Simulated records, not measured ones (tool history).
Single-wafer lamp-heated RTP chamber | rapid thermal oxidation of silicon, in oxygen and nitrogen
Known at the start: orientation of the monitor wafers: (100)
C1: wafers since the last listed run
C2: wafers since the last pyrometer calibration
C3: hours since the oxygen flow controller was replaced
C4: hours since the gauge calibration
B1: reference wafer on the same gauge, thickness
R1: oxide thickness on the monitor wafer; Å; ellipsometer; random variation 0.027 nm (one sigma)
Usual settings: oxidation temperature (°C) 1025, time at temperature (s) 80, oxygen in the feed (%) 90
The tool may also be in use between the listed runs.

{"run": 1, "day": 0.0, "oxidation temperature (°C)": 1025, "time at temperature (s)": 80, "oxygen in the feed (%)": 90, "C1": 0, "C2": 87, "C3": 4672.3, "C4": 1468.5, "B1": 7.582, "R1": 76.7}
{"run": 2, "day": 3.104, "oxidation temperature (°C)": 1025, "time at temperature (s)": 80, "oxygen in the feed (%)": 90, "C1": 797, "C2": 885, "C3": 4746.8, "C4": 1543.0, "B1": 7.576, "R1": 77.55}
{"run": 3, "day": 5.746, "oxidation temperature (°C)": 1025, "time at temperature (s)": 80, "oxygen in the feed (%)": 90, "C1": 679, "C2": 1564, "C3": 4810.2, "C4": 1606.4, "B1": 7.579, "R1": 77.45}
{"run": 4, "day": 9.996, "oxidation temperature (°C)": 1025, "time at temperature (s)": 90, "oxygen in the feed (%)": 98, "C1": 1092, "C2": 2656, "C3": 4912.2, "C4": 1708.4, "B1": 7.573, "R1": 84.87}
{"run": 5, "day": 13.371, "oxidation temperature (°C)": 1025, "time at temperature (s)": 90, "oxygen in the feed (%)": 98, "C1": 867, "C2": 3524, "C3": 4993.2, "C4": 1789.4, "B1": 7.583, "R1": 84.97}
{"run": 6, "day": 15.75, "oxidation temperature (°C)": 1025, "time at temperature (s)": 90, "oxygen in the feed (%)": 98, "C1": 611, "C2": 4136, "C3": 5050.3, "C4": 1846.5, "B1": 7.58, "R1": 85.19}
{"day": 18.9, "done": "gauge calibrated"}
{"run": 7, "day": 19.442, "oxidation temperature (°C)": 1025, "time at temperature (s)": 80, "oxygen in the feed (%)": 90, "C1": 948, "C2": 5085, "C3": 5138.9, "C4": 13.0, "B1": 7.575, "R1": 79.59}
{"run": 8, "day": 21.154, "oxidation temperature (°C)": 1025, "time at temperature (s)": 80, "oxygen in the feed (%)": 90, "C1": 440, "C2": 5525, "C3": 5180.0, "C4": 54.1, "B1": 7.578, "R1": 79.34}
{"run": 9, "day": 23.933, "oxidation temperature (°C)": 1025, "time at temperature (s)": 80, "oxygen in the feed (%)": 90, "C1": 714, "C2": 6239, "C3": 5246.7, "C4": 120.8, "B1": 7.576, "R1": 79.53}
{"day": 24.396, "done": "pyrometer window cleaned and pyrometer calibrated"}
{"day": 27.712, "done": "oxygen flow controller replaced"}
{"run": 10, "day": 29.379, "oxidation temperature (°C)": 1042, "time at temperature (s)": 80, "oxygen in the feed (%)": 90, "C1": 1228, "C2": 1194, "C3": 40.0, "C4": 251.5, "B1": 7.576, "R1": 93.11}
{"run": 11, "day": 31.888, "oxidation temperature (°C)": 1009, "time at temperature (s)": 80, "oxygen in the feed (%)": 98, "C1": 644, "C2": 1839, "C3": 100.2, "C4": 311.7, "B1": 7.575, "R1": 77.09}
{"day": 34.242, "done": "pyrometer window cleaned and pyrometer calibrated, repeated, since the last time left the tool worse"}
{"run": 12, "day": 35.683, "oxidation temperature (°C)": 1025, "time at temperature (s)": 42, "oxygen in the feed (%)": 90, "C1": 890, "C2": 370, "C3": 191.3, "C4": 402.8, "B1": 7.573, "R1": 57.54}
{"run": 13, "day": 38.992, "oxidation temperature (°C)": 1025, "time at temperature (s)": 107, "oxygen in the feed (%)": 90, "C1": 850, "C2": 1221, "C3": 270.7, "C4": 482.2, "B1": 7.577, "R1": 88.52}
{"run": 14, "day": 41.838, "oxidation temperature (°C)": 1025, "time at temperature (s)": 80, "oxygen in the feed (%)": 90, "C1": 731, "C2": 1952, "C3": 339.0, "C4": 550.5, "B1": 7.578, "R1": 78.08}
{"run": 15, "day": 43.825, "oxidation temperature (°C)": 1039, "time at temperature (s)": 80, "oxygen in the feed (%)": 90, "C1": 510, "C2": 2463, "C3": 386.7, "C4": 598.2, "B1": 7.589, "R1": 86.03}
{"run": 16, "day": 47.533, "oxidation temperature (°C)": 1004, "time at temperature (s)": 114, "oxygen in the feed (%)": 90, "C1": 953, "C2": 3416, "C3": 475.7, "C4": 687.2, "B1": 7.572, "R1": 79.02}
{"run": 17, "day": 49.504, "oxidation temperature (°C)": 1025, "time at temperature (s)": 44, "oxygen in the feed (%)": 98, "C1": 506, "C2": 3923, "C3": 523.0, "C4": 734.5, "B1": 7.57, "R1": 62.09}
{"run": 18, "day": 51.983, "oxidation temperature (°C)": 1004, "time at temperature (s)": 114, "oxygen in the feed (%)": 90, "C1": 637, "C2": 4560, "C3": 582.5, "C4": 794.0, "B1": 7.585, "R1": 80.43}
{"run": 19, "day": 55.467, "oxidation temperature (°C)": 1047, "time at temperature (s)": 113, "oxygen in the feed (%)": 78, "C1": 895, "C2": 5456, "C3": 666.1, "C4": 877.6, "B1": 7.584, "R1": 103.11}
{"day": 57.35, "done": "pyrometer window cleaned and pyrometer calibrated"}
{"run": 20, "day": 59.333, "oxidation temperature (°C)": 1035, "time at temperature (s)": 43, "oxygen in the feed (%)": 72, "C1": 908, "C2": 509, "C3": 758.9, "C4": 970.4, "B1": 7.587, "R1": 57.84}

4 ways to go on from here, each from the tool as it stands after run 20. What would each give?
{"run": "A", "day": 59.35, "oxidation temperature (°C)": 1025, "time at temperature (s)": 54, "oxygen in the feed (%)": 90, "C1": 4, "C2": 513, "C3": 759.3, "C4": 970.8, "B1": "?", "R1": "?"}
{"run": "B", "day": 59.35, "oxidation temperature (°C)": 1005, "time at temperature (s)": 53, "oxygen in the feed (%)": 90, "C1": 4, "C2": 513, "C3": 759.3, "C4": 970.8, "B1": "?", "R1": "?"}
{"run": "C", "day": 59.35, "oxidation temperature (°C)": 1001, "time at temperature (s)": 50, "oxygen in the feed (%)": 66, "C1": 4, "C2": 513, "C3": 759.3, "C4": 970.8, "B1": "?", "R1": "?"}
{"run": "D", "day": 59.35, "oxidation temperature (°C)": 1007, "time at temperature (s)": 80, "oxygen in the feed (%)": 66, "C1": 4, "C2": 513, "C3": 759.3, "C4": 970.8, "B1": "?", "R1": "?"}

run=A B1=7.583 R1=64.59
run=B B1=7.583 R1=55.54
run=C B1=7.583 R1=47.36
run=D B1=7.583 R1=60.60
Without the tool's hidden state the same runs would have given:
run=A R1=63.97
run=B R1=54.99
run=C R1=46.91
run=D R1=60.01
